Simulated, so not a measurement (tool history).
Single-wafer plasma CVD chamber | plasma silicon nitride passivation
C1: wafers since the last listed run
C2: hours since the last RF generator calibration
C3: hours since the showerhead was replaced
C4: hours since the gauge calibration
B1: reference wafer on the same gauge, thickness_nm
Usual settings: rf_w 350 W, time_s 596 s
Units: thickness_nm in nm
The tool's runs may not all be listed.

run 1 hour=0.0 | rf_w=350 time_s=596 | C1=0 C2=857.0 C3=4871.7 C4=611.4 | B1=704.844 | thickness_nm=802.990
run 2 hour=71.8 | rf_w=350 time_s=596 | C1=196 C2=928.8 C3=4943.5 C4=683.2 | B1=704.625 | thickness_nm=802.239
run 3 hour=108.2 | rf_w=350 time_s=596 | C1=99 C2=965.2 C3=4979.9 C4=719.6 | B1=704.610 | thickness_nm=802.662
run 4 hour=177.5 | rf_w=350 time_s=596 | C1=189 C2=1034.5 C3=5049.2 C4=788.9 | B1=702.754 | thickness_nm=794.280
run 5 hour=211.9 | rf_w=350 time_s=596 | C1=93 C2=1068.9 C3=5083.6 C4=823.3 | B1=706.140 | thickness_nm=796.948
run 6 hour=274.2 | rf_w=350 time_s=596 | C1=170 C2=1131.2 C3=5145.9 C4=885.6 | B1=705.696 | thickness_nm=789.617
run 7 hour=345.0 | rf_w=350 time_s=596 | C1=193 C2=1202.0 C3=5216.7 C4=956.4 | B1=703.330 | thickness_nm=789.626
run 8 hour=392.3 | rf_w=350 time_s=596 | C1=129 C2=1249.3 C3=5264.0 C4=1003.7 | B1=704.535 | thickness_nm=806.243
run 9 hour=463.4 | rf_w=350 time_s=596 | C1=194 C2=1320.4 C3=5335.1 C4=1074.8 | B1=704.905 | thickness_nm=800.611
run 10 hour=501.1 | rf_w=350 time_s=596 | C1=102 C2=1358.1 C3=5372.8 C4=1112.5 | B1=704.697 | thickness_nm=799.201
run 11 hour=535.9 | rf_w=350 time_s=596 | C1=95 C2=1392.9 C3=5407.6 C4=1147.3 | B1=704.848 | thickness_nm=791.030
run 12 hour=563.6 | rf_w=365 time_s=596 | C1=75 C2=1420.6 C3=5435.3 C4=1175.0 | B1=704.849 | thickness_nm=801.791
run 13 hour=615.8 | rf_w=365 time_s=596 | C1=142 C2=1472.8 C3=5487.5 C4=1227.2 | B1=705.993 | thickness_nm=804.176
run 14 hour=647.8 | rf_w=365 time_s=596 | C1=87 C2=1504.8 C3=5519.5 C4=1259.2 | B1=706.636 | thickness_nm=805.811
-- hour=660.2 gauge calibrated
run 15 hour=707.4 | rf_w=350 time_s=596 | C1=162 C2=1564.4 C3=5579.1 C4=47.2 | B1=704.808 | thickness_nm=796.376
run 16 hour=776.5 | rf_w=350 time_s=596 | C1=188 C2=1633.5 C3=5648.2 C4=116.3 | B1=704.815 | thickness_nm=787.418
run 17 hour=824.7 | rf_w=305 time_s=653 | C1=131 C2=1681.7 C3=5696.4 C4=164.5 | B1=705.862 | thickness_nm=828.698
run 18 hour=861.4 | rf_w=395 time_s=562 | C1=100 C2=1718.4 C3=5733.1 C4=201.2 | B1=704.113 | thickness_nm=773.080
run 19 hour=901.9 | rf_w=350 time_s=596 | C1=110 C2=1758.9 C3=5773.6 C4=241.7 | B1=704.981 | thickness_nm=791.400
run 20 hour=975.3 | rf_w=350 time_s=596 | C1=200 C2=1832.3 C3=5847.0 C4=315.1 | B1=705.128 | thickness_nm=788.047
run 21 hour=1065.8 | rf_w=350 time_s=596 | C1=247 C2=1922.8 C3=5937.5 C4=405.6 | B1=704.645 | thickness_nm=788.714
run 22 hour=1112.4 | rf_w=290 time_s=653 | C1=127 C2=1969.4 C3=5984.1 C4=452.2 | B1=703.754 | thickness_nm=814.402
-- hour=1231.3 showerhead replaced
run 23 hour=1276.9 | rf_w=405 time_s=528 | C1=427 C2=2133.9 C3=45.6 C4=616.7 | B1=705.948 | thickness_nm=723.349
run 24 hour=1319.2 | rf_w=400 time_s=638 | C1=115 C2=2176.2 C3=87.9 C4=659.0 | B1=705.558 | thickness_nm=873.264
run 25 hour=1390.2 | rf_w=320 time_s=663 | C1=193 C2=2247.2 C3=158.9 C4=730.0 | B1=706.427 | thickness_nm=844.575
run 26 hour=1432.1 | rf_w=410 time_s=505 | C1=114 C2=2289.1 C3=200.8 C4=771.9 | B1=706.320 | thickness_nm=692.856
-- hour=1562.3 RF generator calibrated
run 27 hour=1611.4 | rf_w=415 time_s=514 | C1=467 C2=49.1 C3=380.1 C4=951.2 | B1=705.298 | thickness_nm=728.391
run 28 hour=1744.7 | rf_w=305 time_s=504 | C1=364 C2=182.4 C3=513.4 C4=1084.5 | B1=704.449 | thickness_nm=650.345
run 29 hour=1926.4 | rf_w=325 time_s=529 | C1=496 C2=364.1 C3=695.1 C4=1266.2 | B1=705.259 | thickness_nm=696.947
run 30 hour=1993.6 | rf_w=310 time_s=486 | C1=183 C2=431.3 C3=762.3 C4=1333.4 | B1=705.840 | thickness_nm=620.002
run 31 hour=2061.3 | rf_w=305 time_s=563 | C1=184 C2=499.0 C3=830.0 C4=1401.1 | B1=705.184 | thickness_nm=722.417
-- hour=2074.1 gauge calibrated
run 32 hour=2106.9 | rf_w=350 time_s=636 | C1=124 C2=544.6 C3=875.6 C4=32.8 | B1=703.132 | thickness_nm=846.860
run 33 hour=2151.3 | rf_w=350 time_s=596 | C1=121 C2=589.0 C3=920.0 C4=77.2 | B1=704.066 | thickness_nm=804.740
run 34 hour=2187.5 | rf_w=350 time_s=596 | C1=98 C2=625.2 C3=956.2 C4=113.4 | B1=704.831 | thickness_nm=795.144
run 35 hour=2325.6 | rf_w=350 time_s=596 | C1=377 C2=763.3 C3=1094.3 C4=251.5 | B1=703.383 | thickness_nm=797.152
run 36 hour=2373.9 | rf_w=350 time_s=596 | C1=131 C2=811.6 C3=1142.6 C4=299.8 | B1=706.162 | thickness_nm=806.649
run 37 hour=2435.2 | rf_w=395 time_s=629 | C1=167 C2=872.9 C3=1203.9 C4=361.1 | B1=704.672 | thickness_nm=879.027
run 38 hour=2494.2 | rf_w=365 time_s=596 | C1=161 C2=931.9 C3=1262.9 C4=420.1 | B1=705.421 | thickness_nm=803.669
run 39 hour=2531.5 | rf_w=350 time_s=596 | C1=101 C2=969.2 C3=1300.2 C4=457.4 | B1=704.316 | thickness_nm=798.090
run 40 hour=2576.9 | rf_w=290 time_s=480 | C1=124 C2=1014.6 C3=1345.6 C4=502.8 | B1=705.556 | thickness_nm=604.219
run 41 hour=2611.6 | rf_w=350 time_s=596 | C1=94 C2=1049.3 C3=1380.3 C4=537.5 | B1=705.640 | thickness_nm=791.603
run 42 hour=2674.7 | rf_w=310 time_s=563 | C1=172 C2=1112.4 C3=1443.4 C4=600.6 | B1=704.477 | thickness_nm=727.907

3 ways to go on from here, each from the tool as it stands after run 42. What would each give?
run A hour=2675.3 | rf_w=290 time_s=596 | C1=1 C2=1113.0 C3=1444.0 C4=601.2 | B1=? | thickness_nm=?
run B hour=2675.3 | rf_w=420 time_s=712 | C1=1 C2=1113.0 C3=1444.0 C4=601.2 | B1=? | thickness_nm=?
run C hour=2675.3 | rf_w=415 time_s=698 | C1=1 C2=1113.0 C3=1444.0 C4=601.2 | B1=? | thickness_nm=?

run=A B1=704.943 thickness_nm=750.469
run=B B1=704.943 thickness_nm=1004.618
run=C B1=704.943 thickness_nm=981.261
Without the tool's hidden state the same runs would have given:
run=A thickness_nm=757.715
run=B thickness_nm=1014.317
run=C thickness_nm=990.735

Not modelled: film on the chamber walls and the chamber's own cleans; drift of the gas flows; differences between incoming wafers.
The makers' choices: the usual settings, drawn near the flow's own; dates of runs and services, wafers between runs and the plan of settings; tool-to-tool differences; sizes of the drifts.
